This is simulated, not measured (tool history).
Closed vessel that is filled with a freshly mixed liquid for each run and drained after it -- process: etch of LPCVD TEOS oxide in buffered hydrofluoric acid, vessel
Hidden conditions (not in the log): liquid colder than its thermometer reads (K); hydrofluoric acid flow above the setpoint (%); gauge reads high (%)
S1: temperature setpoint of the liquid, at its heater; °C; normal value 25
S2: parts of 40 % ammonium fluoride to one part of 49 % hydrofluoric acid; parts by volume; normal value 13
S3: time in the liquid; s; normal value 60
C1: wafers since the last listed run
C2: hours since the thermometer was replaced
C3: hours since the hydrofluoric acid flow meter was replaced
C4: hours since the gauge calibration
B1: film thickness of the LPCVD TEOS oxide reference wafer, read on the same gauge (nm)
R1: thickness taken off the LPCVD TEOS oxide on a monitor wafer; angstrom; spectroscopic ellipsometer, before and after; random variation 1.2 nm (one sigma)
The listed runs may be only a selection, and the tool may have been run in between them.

| run | hour | S1 | S2 | S3 | C1 | C2 | C3 | C4 | B1 | R1 |
|---|---|---|---|---|---|---|---|---|---|---|
| 1 | 0 | 25 | 14.5 | 45 | 0 | 1367.5 | 772.4 | 0.7 | 80 | 1566.8 |
| 2 | 15.5 | 25 | 14.5 | 45 | 1653 | 1383 | 787.9 | 16.2 | 80 | 1564.4 |
| 3 | 64.2 | 25 | 14.5 | 45 | 5194 | 1431.7 | 836.6 | 64.9 | 79.97 | 1588.8 |
| 4 | 70.8 | 25 | 13 | 60 | 704 | 1438.3 | 843.2 | 71.5 | 79.99 | 2343.3 |
| 5 | 77.3 | 25 | 13 | 60 | 693 | 1444.8 | 849.7 | 78 | 79.98 | 2312.4 |
| 6 | 94.5 | 25 | 13 | 60 | 1834 | 1462 | 866.9 | 95.2 | 79.97 | 2343.6 |
|  | 98.6 | hydrofluoric acid flow meter replaced |
| 7 | 109.1 | 25 | 13 | 75 | 1450 | 1476.6 | 10.5 | 109.8 | 80.01 | 2627.6 |
| 8 | 121.9 | 22 | 13 | 60 | 1365 | 1489.4 | 23.3 | 122.6 | 80.03 | 1788.6 |
| 9 | 135.8 | 22 | 13 | 60 | 1482 | 1503.3 | 37.2 | 136.5 | 80.04 | 1806 |
| 10 | 143.4 | 23 | 9.5 | 60 | 810 | 1510.9 | 44.8 | 144.1 | 79.99 | 2538.3 |
|  | 144.8 | thermometer replaced |
| 11 | 154.7 | 26.5 | 8.5 | 60 | 1098 | 9.9 | 56.1 | 155.4 | 79.99 | 3394.8 |
| 12 | 162 | 23 | 13 | 60 | 778 | 17.2 | 63.4 | 162.7 | 79.97 | 1916.4 |
|  | 168.5 | gauge calibrated |
| 13 | 175.9 | 25 | 14.5 | 45 | 1482 | 31.1 | 77.3 | 7.4 | 79.97 | 1443.6 |
| 14 | 186.9 | 27.5 | 11.5 | 35 | 1173 | 42.1 | 88.3 | 18.4 | 80 | 1625 |
| 15 | 194.8 | 25 | 13 | 60 | 842 | 50 | 96.2 | 26.3 | 80.02 | 2147.7 |
| 16 | 212.5 | 27.5 | 13 | 85 | 1888 | 67.7 | 113.9 | 44 | 79.98 | 3496.5 |
| 17 | 220.3 | 25 | 13 | 60 | 832 | 75.5 | 121.7 | 51.8 | 79.99 | 2160.6 |
| 18 | 226.7 | 25 | 13 | 50 | 682 | 81.9 | 128.1 | 58.2 | 80.01 | 1779.5 |
| 19 | 241 | 25 | 8.5 | 60 | 1525 | 96.2 | 142.4 | 72.5 | 80.01 | 3169.1 |

Hidden state, per run?
liquid colder than its thermometer reads (K): 0 on each run
gauge reads high (%): 0 on each run
H1: hydrofluoric acid flow above the setpoint (%)
| run | H1 |
|---|---|
| 1 | 10.3 |
| 2 | 10.5 |
| 3 | 11.2 |
| 4 | 11.3 |
| 5 | 11.3 |
| 6 | 11.6 |
| 7 | 0.587 |
| 8 | 0.755 |
| 9 | 0.938 |
| 10 | 1.04 |
| 11 | 1.19 |
| 12 | 1.28 |
| 13 | 1.47 |
| 14 | 1.61 |
| 15 | 1.71 |
| 16 | 1.95 |
| 17 | 2.05 |
| 18 | 2.13 |
| 19 | 2.32 |
